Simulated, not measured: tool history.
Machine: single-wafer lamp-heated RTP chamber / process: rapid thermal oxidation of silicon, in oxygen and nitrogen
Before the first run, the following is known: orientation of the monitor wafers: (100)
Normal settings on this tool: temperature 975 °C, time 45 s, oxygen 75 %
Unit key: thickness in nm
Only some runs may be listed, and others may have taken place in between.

run   hour  temperature  time  oxygen  wafers since the last listed run  wafers since the last pyrometer calibration  hours since the oxygen flow controller was replaced  hours since the gauge calibration  read-back reference wafer on the same gauge, thickness  thickness
  1    0.0          975    45      75                                 0                                         4839                                               4503.1                               55.4                                                   4.210      4.356
  2    6.2          975    45      75                                78                                         4918                                               4509.3                               61.6                                                   4.210      4.354
  3   21.9          975    45      75                               199                                         5117                                               4525.0                               77.3                                                   4.210      4.361
  4   36.6          975    45      75                               186                                         5304                                               4539.7                               92.0                                                   4.211      4.361
  5   49.6          975    45      75                               165                                         5469                                               4552.7                              105.0                                                   4.210      4.377
  6   60.0          975    45      60                               132                                         5602                                               4563.1                              115.4                                                   4.212      4.091
      97.9  -- oxygen flow controller replaced
  7  105.8          975    45      60                               480                                         6082                                                  7.9                              161.2                                                   4.210      4.093
     126.6  -- pyrometer window cleaned and pyrometer calibrated
  8  127.1         1003    26      47                               169                                            6                                                 29.2                              182.5                                                   4.208      3.603
     131.0  -- gauge calibrated
  9  140.8          963    28      95                               174                                          181                                                 42.9                                9.8                                                   4.211      3.529
 10  147.6          975    45      75                                86                                          267                                                 49.7                               16.6                                                   4.211      4.268
 11  177.5          964    32      98                               380                                          647                                                 79.6                               46.5                                                   4.209      3.766
 12  184.4          961    59      87                                87                                          735                                                 86.5                               53.4                                                   4.208      4.527
 13  202.3          975    45      56                               227                                          962                                                104.4                               71.3                                                   4.210      3.920

Run 14 is up next; what results do you expect?
 14  213.8          975    45      75                               146                                         1109                                                115.9                               82.8                                                       ?          ?

{"run 14": {"read-back reference wafer on the same gauge, thickness": 4.21, "thickness": 4.274}}
On a tool with no hidden condition, and with the same random variation, this run would have come out at thickness 4.247 nm.

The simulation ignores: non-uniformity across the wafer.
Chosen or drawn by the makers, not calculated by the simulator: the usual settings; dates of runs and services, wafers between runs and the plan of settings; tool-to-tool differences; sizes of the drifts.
